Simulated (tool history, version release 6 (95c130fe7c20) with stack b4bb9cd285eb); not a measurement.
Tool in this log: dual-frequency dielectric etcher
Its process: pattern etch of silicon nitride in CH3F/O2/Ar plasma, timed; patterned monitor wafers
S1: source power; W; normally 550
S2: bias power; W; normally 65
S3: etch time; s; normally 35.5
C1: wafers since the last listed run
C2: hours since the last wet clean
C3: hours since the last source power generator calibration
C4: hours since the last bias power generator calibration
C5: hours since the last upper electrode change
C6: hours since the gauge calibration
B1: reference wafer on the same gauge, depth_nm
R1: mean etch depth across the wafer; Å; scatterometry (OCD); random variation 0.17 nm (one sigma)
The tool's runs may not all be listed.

run    hour   S1  S2    S3    C1     C2      C3      C4      C5      C6     B1     R1
  1     0.0  550  65  35.5     0  373.7   932.5  1511.5  3724.3  1096.8  24.39  281.2
  2    73.5  610  65  42.0   595  447.2  1006.0  1585.0  3797.8  1170.3  24.38  344.1
  3   127.4  550  65  31.0   437  501.1  1059.9  1638.9  3851.7  1224.2  24.42  245.3
      181.5  -- wet clean of the chamber
  4   182.0  550  65  31.0   248    0.5  1114.5  1693.5  3906.3  1278.8  24.40  249.2
  5   234.2  550  65  31.0   423   52.7  1166.7  1745.7  3958.5  1331.0  24.40  247.1
  6   315.0  550  65  35.5   655  133.5  1247.5  1826.5  4039.3  1411.8  24.44  279.1
  7   387.1  480  65  30.0   584  205.6  1319.6  1898.6  4111.4  1483.9  24.44  230.7
  8   464.3  480  65  30.0   625  282.8  1396.8  1975.8  4188.6  1561.1  24.37  232.3
  9   566.2  480  65  30.0   826  384.7  1498.7  2077.7  4290.5  1663.0  24.46  229.8
      613.8  -- wet clean of the chamber
 10   629.3  550  65  31.5   317   15.5  1561.8  2140.8  4353.6  1726.1  24.40  248.8
 11   716.5  550  57  35.5   707  102.7  1649.0  2228.0  4440.8  1813.3  24.39  271.4
 12   805.0  550  65  35.5   717  191.2  1737.5  2316.5  4529.3  1901.8  24.45  285.1
 13   859.3  550  65  35.5   440  245.5  1791.8  2370.8  4583.6  1956.1  24.41  282.0
 14   896.7  550  57  31.0   303  282.9  1829.2  2408.2  4621.0  1993.5  24.35  234.5
 15   969.6  550  65  35.5   591  355.8  1902.1  2481.1  4693.9  2066.4  24.41  282.8
 16  1070.0  550  59  35.5   814  456.2  2002.5  2581.5  4794.3  2166.8  24.39  273.1
     1121.1  -- wet clean of the chamber
 17  1148.6  550  51  25.0   442   27.5  2081.1  2660.1  4872.9  2245.4  24.44  184.6
 18  1246.2  460  81  35.5   791  125.1  2178.7  2757.7  4970.5  2343.0  24.39  289.9
     1282.6  -- upper electrode replaced
     1305.0  -- gauge calibrated
 19  1349.6  550  61  35.5   643  228.5  2282.1  2861.1    67.0    44.6  24.34  278.1
     1395.6  -- bias power generator calibrated
     1615.1  -- wet clean of the chamber
 20  1615.6  670  65  43.0  1929    0.5  2548.1   220.0   333.0   310.6  24.44  360.1

Run 21 is up next; what results do you expect?
 21  1694.1  500  58  28.0  636  79.0  2626.6  298.5  411.5  389.1   ?   ?

B1: 24.37
R1: 208.7 Å
Take away the tool's hidden state, keep the run-to-run variation as it was, and the same run would have given R1 208.7 Å.

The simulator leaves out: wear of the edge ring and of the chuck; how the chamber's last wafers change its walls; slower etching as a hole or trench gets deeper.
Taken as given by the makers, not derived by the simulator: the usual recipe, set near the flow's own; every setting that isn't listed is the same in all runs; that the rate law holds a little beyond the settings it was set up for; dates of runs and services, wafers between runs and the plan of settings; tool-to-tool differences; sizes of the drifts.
